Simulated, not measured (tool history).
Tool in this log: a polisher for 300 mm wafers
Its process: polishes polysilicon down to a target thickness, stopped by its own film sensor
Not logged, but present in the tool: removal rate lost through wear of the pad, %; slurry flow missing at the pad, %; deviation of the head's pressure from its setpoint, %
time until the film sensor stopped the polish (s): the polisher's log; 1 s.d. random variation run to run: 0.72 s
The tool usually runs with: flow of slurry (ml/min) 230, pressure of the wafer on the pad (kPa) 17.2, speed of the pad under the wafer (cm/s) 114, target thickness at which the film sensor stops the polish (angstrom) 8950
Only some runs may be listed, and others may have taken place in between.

run	day	flow of slurry (ml/min)	pressure of the wafer on the pad (kPa)	speed of the pad under the wafer (cm/s)	target thickness at which the film sensor stops the polish (angstrom)	wafers since the last listed run	wafers polished on this pad	hours since the slurry nozzle was cleaned	hours since the head pressure was calibrated	incoming thickness of the incoming film, nm	time until the film sensor stopped the polish (s)
1	0.000	230	17.2	114	8950	0	421	240.1	909.7	1396.5	77.0
2	0.354	230	17.2	114	8950	109	531	248.6	918.2	1388.4	75.9
3	0.975	230	17.2	114	9450	192	723	263.5	933.1	1387.2	69.5
# day 1.717: worn pad replaced by a new one
4	1.738	230	17.2	114	8950	184	5	281.8	951.4	1420.0	76.5
5	1.954	230	17.2	114	8950	67	73	287.0	956.6	1407.0	75.9
6	2.588	230	17.2	114	8950	196	269	302.2	971.8	1408.4	76.4
7	2.929	230	17.2	114	8950	105	375	310.4	980.0	1409.8	79.6
8	3.421	230	17.2	114	8950	152	527	322.2	991.8	1403.0	79.2
9	4.042	230	17.2	114	8950	192	719	337.1	1006.7	1408.0	80.1
# day 4.550: worn pad replaced by a new one
10	5.004	230	17.2	114	8950	246	141	360.2	1029.8	1395.9	74.9
11	5.271	230	17.2	114	8950	82	223	366.6	1036.2	1400.1	77.7
12	5.529	230	17.2	132	8950	80	303	372.8	1042.4	1413.8	70.9
13	5.804	230	17.2	132	8950	85	388	379.4	1049.0	1420.6	72.7
14	6.371	230	17.2	114	8950	175	564	393.0	1062.6	1400.0	79.5
15	7.104	230	17.2	142	8950	227	791	410.6	1080.2	1388.1	67.2
# day 7.746: worn pad replaced by a new one
16	7.767	230	15.2	114	8950	153	7	426.5	1096.1	1426.2	88.6
17	8.012	255	19.3	114	8950	76	83	432.4	1102.0	1410.0	68.0
18	8.750	230	17.2	132	8950	228	311	450.1	1119.7	1398.4	70.7
19	9.333	230	17.2	114	9480	180	492	464.1	1133.7	1409.0	73.3
20	10.025	310	17.2	102	8160	214	706	480.7	1150.3	1386.2	95.8
# day 10.492: worn pad replaced by a new one
# day 10.588: head pressure recalibrated
21	10.608	230	17.2	90	8950	103	10	494.7	0.5	1395.6	88.9
22	10.867	230	17.2	114	8950	80	90	500.9	6.7	1404.9	79.6
# day 11.512: slurry nozzle cleaned
23	11.533	255	17.2	136	7650	193	284	0.5	22.7	1401.5	82.1
24	11.808	205	17.2	114	9410	85	369	7.1	29.3	1406.0	71.0
25	12.404	230	17.2	114	8950	184	554	21.4	43.6	1421.0	80.4
26	13.008	260	17.2	114	8950	187	741	35.9	58.1	1403.6	75.9
# day 13.488: worn pad replaced by a new one
27	14.450	230	17.2	98	7850	394	298	70.5	92.7	1396.3	100.7
28	14.912	230	17.2	114	10560	143	441	81.6	103.8	1403.8	51.1

Hidden state, per run?
deviation of the head's pressure from its setpoint, %: 0, the same for each run
H1: removal rate lost through wear of the pad, %
H2: slurry flow missing at the pad, %
run	H1	H2
1	4.95	21.5
2	6.05	22.2
3	7.98	23.4
4	0.318	24.9
5	0.992	25.3
6	2.96	26.5
7	4.03	27.1
8	5.56	28.1
9	7.49	29.3
10	2.07	31.1
11	2.9	31.6
12	3.71	32.1
13	4.56	32.7
14	6.33	33.7
15	8.61	35.2
16	0.778	36.4
17	1.54	36.9
18	3.84	38.3
19	5.65	39.4
20	7.81	40.8
21	1.84	41.9
22	2.64	42.4
23	4.71	4.51
24	5.57	5.04
25	7.42	6.18
26	9.3	7.34
27	3.31	10.1
28	4.75	11
